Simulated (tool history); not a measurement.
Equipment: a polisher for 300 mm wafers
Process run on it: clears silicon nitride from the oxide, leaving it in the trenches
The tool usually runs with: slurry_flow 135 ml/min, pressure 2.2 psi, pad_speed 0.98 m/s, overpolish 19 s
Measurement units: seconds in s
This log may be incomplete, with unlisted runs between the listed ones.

| run | hour | slurry_flow | pressure | pad_speed | overpolish | wafers since the last listed run | wafers polished on this pad | hours since the slurry nozzle was cleaned | hours since the head pressure was calibrated | incoming thickness of the incoming film, nm | seconds |
|---|---|---|---|---|---|---|---|---|---|---|---|
| 1 | 0.0 | 135 | 2.2 | 0.98 | 19 | 0 | 764 | 311.7 | 408.2 | 74.9 | 124.9 |
| 2 | 31.0 | 135 | 2.2 | 0.98 | 19 | 368 | 1133 | 342.7 | 439.2 | 75.4 | 125.7 |
| 3 | 85.9 | 135 | 2.2 | 0.98 | 19 | 653 | 1786 | 397.6 | 494.1 | 73.5 | 121.3 |
| 4 | 116.0 | 135 | 2.2 | 0.98 | 19 | 358 | 2144 | 427.7 | 524.2 | 75.1 | 125.8 |
|  | 168.1 | worn pad replaced by a new one |
| 5 | 187.4 | 135 | 2.2 | 0.98 | 19 | 802 | 229 | 499.1 | 595.6 | 76.6 | 127.4 |
| 6 | 240.1 | 135 | 2.2 | 0.98 | 12 | 627 | 856 | 551.8 | 648.3 | 75.6 | 127.8 |
| 7 | 265.1 | 135 | 2.2 | 0.98 | 12 | 297 | 1153 | 576.8 | 673.3 | 75.7 | 124.0 |
| 8 | 330.4 | 135 | 2.2 | 0.98 | 19 | 777 | 1930 | 642.1 | 738.6 | 75.5 | 125.0 |
|  | 382.0 | worn pad replaced by a new one |
| 9 | 399.9 | 135 | 2.2 | 0.98 | 19 | 779 | 212 | 711.6 | 808.1 | 74.7 | 126.5 |
|  | 436.3 | slurry nozzle cleaned |
| 10 | 436.8 | 135 | 2.2 | 0.98 | 19 | 427 | 639 | 0.5 | 845.0 | 75.1 | 116.2 |
| 11 | 476.6 | 135 | 2.2 | 0.98 | 19 | 473 | 1113 | 40.3 | 884.8 | 75.1 | 118.0 |
| 12 | 540.3 | 135 | 1.4 | 1.24 | 14 | 758 | 1871 | 104.0 | 948.5 | 74.2 | 121.0 |
| 13 | 571.7 | 135 | 2.2 | 0.98 | 25 | 373 | 2244 | 135.4 | 979.9 | 75.0 | 120.0 |
|  | 595.6 | head pressure recalibrated |
|  | 615.7 | worn pad replaced by a new one |
| 14 | 624.3 | 135 | 2.2 | 0.98 | 19 | 554 | 102 | 188.0 | 28.7 | 74.6 | 122.2 |
| 15 | 669.8 | 135 | 1.6 | 1.08 | 19 | 541 | 643 | 233.5 | 74.2 | 75.9 | 135.4 |
| 16 | 702.9 | 90 | 2.6 | 0.80 | 19 | 393 | 1037 | 266.6 | 107.3 | 74.4 | 159.5 |
| 17 | 734.2 | 160 | 2.2 | 0.98 | 9 | 372 | 1410 | 297.9 | 138.6 | 74.4 | 117.7 |
| 18 | 803.4 | 135 | 2.2 | 0.98 | 19 | 823 | 2233 | 367.1 | 207.8 | 74.6 | 125.6 |
|  | 820.6 | worn pad replaced by a new one, of another model than before |
| 19 | 863.2 | 135 | 2.6 | 0.98 | 19 | 664 | 506 | 426.9 | 267.6 | 73.6 | 103.8 |
| 20 | 927.6 | 135 | 2.6 | 0.70 | 29 | 766 | 1273 | 491.3 | 332.0 | 73.6 | 131.9 |
|  | 1034.5 | slurry nozzle cleaned |
| 21 | 1047.1 | 175 | 2.6 | 0.98 | 14 | 1410 | 2683 | 12.6 | 451.5 | 74.0 | 94.5 |
|  | 1072.9 | worn pad replaced by a new one |
| 22 | 1099.9 | 135 | 2.4 | 0.98 | 19 | 580 | 321 | 65.4 | 504.3 | 74.4 | 107.3 |

Across each entry between runs, compare the hidden state at the last listed run before it with the hidden state at the first listed run after it:
Logged between run 4 and run 5: worn pad replaced by a new one (hour 168.1)
  slurry flow missing at the pad, %: 24.3 -> 25.4
  measured less the result without the state, seconds: +8.2 -> +8.9 s
Logged between run 8 and run 9: worn pad replaced by a new one (hour 382.0)
  slurry flow missing at the pad, %: 26.8 -> 27.2
  measured less the result without the state, seconds: +9.4 -> +9.7 s
Logged between run 9 and run 10: slurry nozzle cleaned (hour 436.3)
  slurry flow missing at the pad, %: 27.2 -> 4.2
  measured less the result without the state, seconds: +9.7 -> +1.1 s
Logged between run 13 and run 14: head pressure recalibrated (hour 595.6); worn pad replaced by a new one (hour 615.7)
  slurry flow missing at the pad, %: 17.2 -> 20.4
  measured less the result without the state, seconds: +5.1 -> +6.5 s
Logged between run 18 and run 19: worn pad replaced by a new one, of another model than before (hour 820.6)
  slurry flow missing at the pad, %: 27.1 -> 28.4
  measured less the result without the state, seconds: +9.5 -> +4.6 s
Logged between run 20 and run 21: slurry nozzle cleaned (hour 1034.5)
  slurry flow missing at the pad, %: 29.4 -> 2.52
  measured less the result without the state, seconds: +6.1 -> +0.3 s
Logged between run 21 and run 22: worn pad replaced by a new one (hour 1072.9)
  slurry flow missing at the pad, %: 2.52 -> 8.23
  measured less the result without the state, seconds: +0.3 -> +1.2 s
